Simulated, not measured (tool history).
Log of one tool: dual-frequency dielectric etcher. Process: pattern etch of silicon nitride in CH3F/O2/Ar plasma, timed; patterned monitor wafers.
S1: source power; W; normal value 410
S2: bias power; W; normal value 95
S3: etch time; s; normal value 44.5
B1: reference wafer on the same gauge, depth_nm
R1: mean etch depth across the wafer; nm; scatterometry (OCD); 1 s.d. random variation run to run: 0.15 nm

run 1 hour=0.0 | S1=410 S2=95 S3=44.5 | B1=36.76 | R1=35.18
-- hour=11.2 gauge calibrated
run 2 hour=15.3 | S1=410 S2=95 S3=49.0 | B1=36.80 | R1=38.44
run 3 hour=49.9 | S1=410 S2=95 S3=49.0 | B1=36.77 | R1=38.61
run 4 hour=78.5 | S1=410 S2=95 S3=44.5 | B1=36.82 | R1=35.05
run 5 hour=110.6 | S1=410 S2=78 S3=44.5 | B1=36.80 | R1=33.05
run 6 hour=128.1 | S1=410 S2=78 S3=44.5 | B1=36.80 | R1=33.17
run 7 hour=152.0 | S1=410 S2=95 S3=44.5 | B1=36.79 | R1=34.72
run 8 hour=174.0 | S1=410 S2=95 S3=44.5 | B1=36.80 | R1=34.40
run 9 hour=207.8 | S1=410 S2=95 S3=44.5 | B1=36.80 | R1=34.66
-- hour=241.6 wet clean of the chamber
run 10 hour=242.1 | S1=340 S2=95 S3=44.5 | B1=36.83 | R1=31.48
run 11 hour=242.4 | S1=340 S2=95 S3=44.5 | B1=36.81 | R1=31.29
run 12 hour=263.5 | S1=410 S2=95 S3=44.5 | B1=36.83 | R1=35.04
run 13 hour=294.5 | S1=410 S2=95 S3=44.5 | B1=36.80 | R1=35.37
-- hour=338.0 upper electrode replaced, of another model than before
run 14 hour=338.5 | S1=410 S2=95 S3=44.5 | B1=36.79 | R1=35.07
run 15 hour=352.8 | S1=410 S2=102 S3=44.5 | B1=36.76 | R1=36.03
-- hour=361.3 source power generator calibrated
run 16 hour=377.0 | S1=340 S2=95 S3=44.5 | B1=36.78 | R1=32.74
run 17 hour=410.8 | S1=410 S2=95 S3=44.5 | B1=36.77 | R1=35.17
run 18 hour=444.5 | S1=410 S2=83 S3=31.0 | B1=36.79 | R1=22.84
run 19 hour=473.2 | S1=410 S2=79 S3=58.0 | B1=36.78 | R1=42.14
run 20 hour=502.5 | S1=480 S2=116 S3=33.5 | B1=36.80 | R1=29.90
-- hour=522.8 bias power generator calibrated
run 21 hour=523.3 | S1=450 S2=95 S3=41.0 | B1=36.79 | R1=33.01

Run 22 is up next; what results do you expect?
run 22 hour=555.9 | S1=350 S2=103 S3=37.0 | B1=? | R1=?

{"run 22": {"B1": 36.78, "R1": 28.33}}
With no hidden state in the tool, this same run would have given R1 28.98 nm.
